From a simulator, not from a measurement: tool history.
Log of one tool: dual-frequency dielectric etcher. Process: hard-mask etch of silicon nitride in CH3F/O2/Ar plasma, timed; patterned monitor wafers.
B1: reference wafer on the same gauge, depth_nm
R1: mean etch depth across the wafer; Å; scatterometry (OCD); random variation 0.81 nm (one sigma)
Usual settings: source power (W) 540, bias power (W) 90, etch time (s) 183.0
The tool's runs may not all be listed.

run 1 hour=0.0 | source_power_(W)=480 bias_power_(W)=90 etch_time_(s)=183.0 | B1=131.5 | R1=1374
run 2 hour=70.8 | source_power_(W)=480 bias_power_(W)=90 etch_time_(s)=183.0 | B1=131.6 | R1=1374
run 3 hour=120.0 | source_power_(W)=540 bias_power_(W)=90 etch_time_(s)=183.0 | B1=131.4 | R1=1463
run 4 hour=177.4 | source_power_(W)=540 bias_power_(W)=90 etch_time_(s)=183.0 | B1=131.3 | R1=1475
run 5 hour=239.3 | source_power_(W)=540 bias_power_(W)=90 etch_time_(s)=183.0 | B1=131.2 | R1=1481
run 6 hour=301.1 | source_power_(W)=640 bias_power_(W)=90 etch_time_(s)=183.0 | B1=131.1 | R1=1605
-- hour=348.0 upper electrode replaced
run 7 hour=348.5 | source_power_(W)=640 bias_power_(W)=90 etch_time_(s)=183.0 | B1=131.0 | R1=1599
-- hour=364.9 source power generator calibrated
run 8 hour=368.2 | source_power_(W)=540 bias_power_(W)=90 etch_time_(s)=183.0 | B1=131.0 | R1=1469
-- hour=447.4 wet clean of the chamber
run 9 hour=447.9 | source_power_(W)=540 bias_power_(W)=90 etch_time_(s)=183.0 | B1=130.9 | R1=1467
run 10 hour=466.6 | source_power_(W)=540 bias_power_(W)=90 etch_time_(s)=183.0 | B1=130.9 | R1=1482
run 11 hour=538.3 | source_power_(W)=540 bias_power_(W)=90 etch_time_(s)=183.0 | B1=130.9 | R1=1463
-- hour=585.1 bias power generator calibrated
run 12 hour=609.1 | source_power_(W)=540 bias_power_(W)=90 etch_time_(s)=183.0 | B1=131.0 | R1=1481
run 13 hour=670.3 | source_power_(W)=540 bias_power_(W)=90 etch_time_(s)=183.0 | B1=130.8 | R1=1470
run 14 hour=735.6 | source_power_(W)=450 bias_power_(W)=82 etch_time_(s)=142.0 | B1=130.7 | R1=1010
run 15 hour=790.4 | source_power_(W)=490 bias_power_(W)=69 etch_time_(s)=183.0 | B1=130.7 | R1=1309
run 16 hour=837.7 | source_power_(W)=500 bias_power_(W)=104 etch_time_(s)=236.5 | B1=130.7 | R1=1880
run 17 hour=868.6 | source_power_(W)=540 bias_power_(W)=97 etch_time_(s)=183.0 | B1=130.8 | R1=1488
run 18 hour=903.7 | source_power_(W)=540 bias_power_(W)=90 etch_time_(s)=232.5 | B1=130.8 | R1=1860
run 19 hour=934.2 | source_power_(W)=540 bias_power_(W)=90 etch_time_(s)=183.0 | B1=130.8 | R1=1475
run 20 hour=993.8 | source_power_(W)=540 bias_power_(W)=106 etch_time_(s)=183.0 | B1=130.8 | R1=1535
-- hour=1040.2 wet clean of the chamber
run 21 hour=1040.7 | source_power_(W)=410 bias_power_(W)=83 etch_time_(s)=145.0 | B1=130.7 | R1=991
run 22 hour=1061.1 | source_power_(W)=440 bias_power_(W)=90 etch_time_(s)=131.0 | B1=130.6 | R1=942

Forecast run 23:
run 23 hour=1105.3 | source_power_(W)=500 bias_power_(W)=104 etch_time_(s)=154.0 | B1=? | R1=?

{"run 23": {"B1": 130.6, "R1": 1223}}
Without the tool's hidden state the same run would have given R1 1255 Å.
